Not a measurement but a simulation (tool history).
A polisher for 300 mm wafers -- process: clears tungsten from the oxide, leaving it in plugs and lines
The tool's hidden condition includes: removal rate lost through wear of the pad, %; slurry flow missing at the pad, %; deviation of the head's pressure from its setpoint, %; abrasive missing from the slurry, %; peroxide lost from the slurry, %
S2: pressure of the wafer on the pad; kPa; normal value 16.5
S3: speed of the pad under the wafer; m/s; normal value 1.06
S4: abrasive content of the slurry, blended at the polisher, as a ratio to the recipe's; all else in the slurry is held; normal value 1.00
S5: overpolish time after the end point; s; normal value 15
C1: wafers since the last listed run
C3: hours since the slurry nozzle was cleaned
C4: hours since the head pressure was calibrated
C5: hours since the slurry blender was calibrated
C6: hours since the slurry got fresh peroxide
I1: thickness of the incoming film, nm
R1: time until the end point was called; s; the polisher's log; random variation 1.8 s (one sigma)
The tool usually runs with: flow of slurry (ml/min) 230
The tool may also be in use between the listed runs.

Run 1, hour 0.0: usual settings but S5 9 s; C1 0; wafers polished on this pad 5; C3 440.4; C4 673.3; C5 204.9; C6 135.1; I1 515.9. Result: R1 175.4 s.
Run 2, hour 17.0: usual settings but S5 9 s; C1 75; wafers polished on this pad 81; C3 457.4; C4 690.3; C5 221.9; C6 152.1; I1 518.1. Result: R1 182.8 s.
At hour 26.0: slurry tank refilled with fresh slurry and peroxide.
Run 3, hour 26.5: usual settings but S5 9 s; C1 37; wafers polished on this pad 119; C3 466.9; C4 699.8; C5 231.4; C6 0.5; I1 516.0. Result: R1 176.8 s.
Run 4, hour 42.1: usual settings but flow of slurry (ml/min) 275; C1 69; wafers polished on this pad 188; C3 482.5; C4 715.4; C5 247.0; C6 16.1; I1 519.1. Result: R1 177.4 s.
Run 5, hour 56.5: usual settings; C1 64; wafers polished on this pad 252; C3 496.9; C4 729.8; C5 261.4; C6 30.5; I1 521.1. Result: R1 180.7 s.
Run 6, hour 67.4: usual settings but flow of slurry (ml/min) 260, S2 14.5 kPa; C1 48; wafers polished on this pad 301; C3 507.8; C4 740.7; C5 272.3; C6 41.4; I1 510.8. Result: R1 196.1 s.
Run 7, hour 79.9: usual settings but flow of slurry (ml/min) 260, S2 14.5 kPa; C1 55; wafers polished on this pad 357; C3 520.3; C4 753.2; C5 284.8; C6 53.9; I1 514.1. Result: R1 196.8 s.
Run 8, hour 92.7: usual settings but S5 10 s; C1 57; wafers polished on this pad 414; C3 533.1; C4 766.0; C5 297.6; C6 66.7; I1 505.6. Result: R1 176.8 s.
Run 9, hour 100.0: usual settings but S5 18 s; C1 32; wafers polished on this pad 446; C3 540.4; C4 773.3; C5 304.9; C6 74.0; I1 522.1. Result: R1 186.5 s.
Run 10, hour 109.8: usual settings but flow of slurry (ml/min) 260, S2 12.4 kPa, S3 0.72 m/s; C1 43; wafers polished on this pad 490; C3 550.2; C4 783.1; C5 314.7; C6 83.8; I1 512.4. Result: R1 322.2 s.
Run 11, hour 126.6: usual settings; C1 74; wafers polished on this pad 565; C3 567.0; C4 799.9; C5 331.5; C6 100.6; I1 507.5. Result: R1 182.6 s.
Run 12, hour 136.8: usual settings but S2 14.5 kPa, S5 11 s; C1 45; wafers polished on this pad 610; C3 577.2; C4 810.1; C5 341.7; C6 110.8; I1 509.0. Result: R1 199.0 s.
Run 13, hour 150.0: usual settings but S3 1.20 m/s, S4 0.80; C1 58; wafers polished on this pad 669; C3 590.4; C4 823.3; C5 354.9; C6 124.0; I1 510.7. Result: R1 168.4 s.
Run 14, hour 162.1: usual settings but S4 1.25, S5 7 s; C1 53; wafers polished on this pad 723; C3 602.5; C4 835.4; C5 367.0; C6 136.1; I1 518.5. Result: R1 179.3 s.
Run 15, hour 172.5: usual settings but flow of slurry (ml/min) 200; C1 46; wafers polished on this pad 769; C3 612.9; C4 845.8; C5 377.4; C6 146.5; I1 506.6. Result: R1 185.2 s.
At hour 182.9: worn pad replaced by a new one.
Run 16, hour 183.4: usual settings but S2 11.7 kPa, S3 0.86 m/s, S5 22 s; C1 30; wafers polished on this pad 2; C3 623.8; C4 856.7; C5 388.3; C6 157.4; I1 520.1. Result: R1 300.9 s.
At hour 189.5: slurry tank refilled with fresh slurry and peroxide.
At hour 192.1: slurry blender recalibrated.
Run 17, hour 195.3: usual settings but S2 13.8 kPa, S4 0.80, S5 18 s; C1 39; wafers polished on this pad 41; C3 635.7; C4 868.6; C5 3.2; C6 5.8; I1 517.1. Result: R1 214.9 s.
At hour 198.2: slurry nozzle cleaned.
At hour 198.6: head pressure recalibrated.
Run 18, hour 210.6: usual settings but S2 20.0 kPa, S4 0.80, S5 22 s; C1 61; wafers polished on this pad 103; C3 12.4; C4 12.0; C5 18.5; C6 21.1; I1 524.0. Result: R1 159.1 s.
Run 19, hour 249.6: usual settings but S3 1.20 m/s, S4 0.80; C1 173; wafers polished on this pad 277; C3 51.4; C4 51.0; C5 57.5; C6 60.1; I1 510.0. Result: R1 160.6 s.

Take each entry between the runs: how does the hidden state at the last listed run before it differ from the hidden state at the first listed run after it?
After run 2, before run 3: slurry tank refilled with fresh slurry and peroxide (hour 26.0)
  abrasive missing from the slurry, %: 11.7 -> 12.7
  what was measured, less what the result would be without the hidden state, R1: +4.1 -> +4.4 s
After run 15, before run 16: worn pad replaced by a new one (hour 182.9)
  abrasive missing from the slurry, %: 32.6 -> 34.5
  what was measured, less what the result would be without the hidden state, R1: +12.5 -> +21.6 s
After run 16, before run 17: slurry tank refilled with fresh slurry and peroxide (hour 189.5); slurry blender recalibrated (hour 192.1)
  abrasive missing from the slurry, %: 34.5 -> 5.31
  what was measured, less what the result would be without the hidden state, R1: +21.6 -> +2.2 s
After run 17, before run 18: slurry nozzle cleaned (hour 198.2); head pressure recalibrated (hour 198.6)
  abrasive missing from the slurry, %: 5.31 -> 5.39
  what was measured, less what the result would be without the hidden state, R1: +2.2 -> +1.6 s

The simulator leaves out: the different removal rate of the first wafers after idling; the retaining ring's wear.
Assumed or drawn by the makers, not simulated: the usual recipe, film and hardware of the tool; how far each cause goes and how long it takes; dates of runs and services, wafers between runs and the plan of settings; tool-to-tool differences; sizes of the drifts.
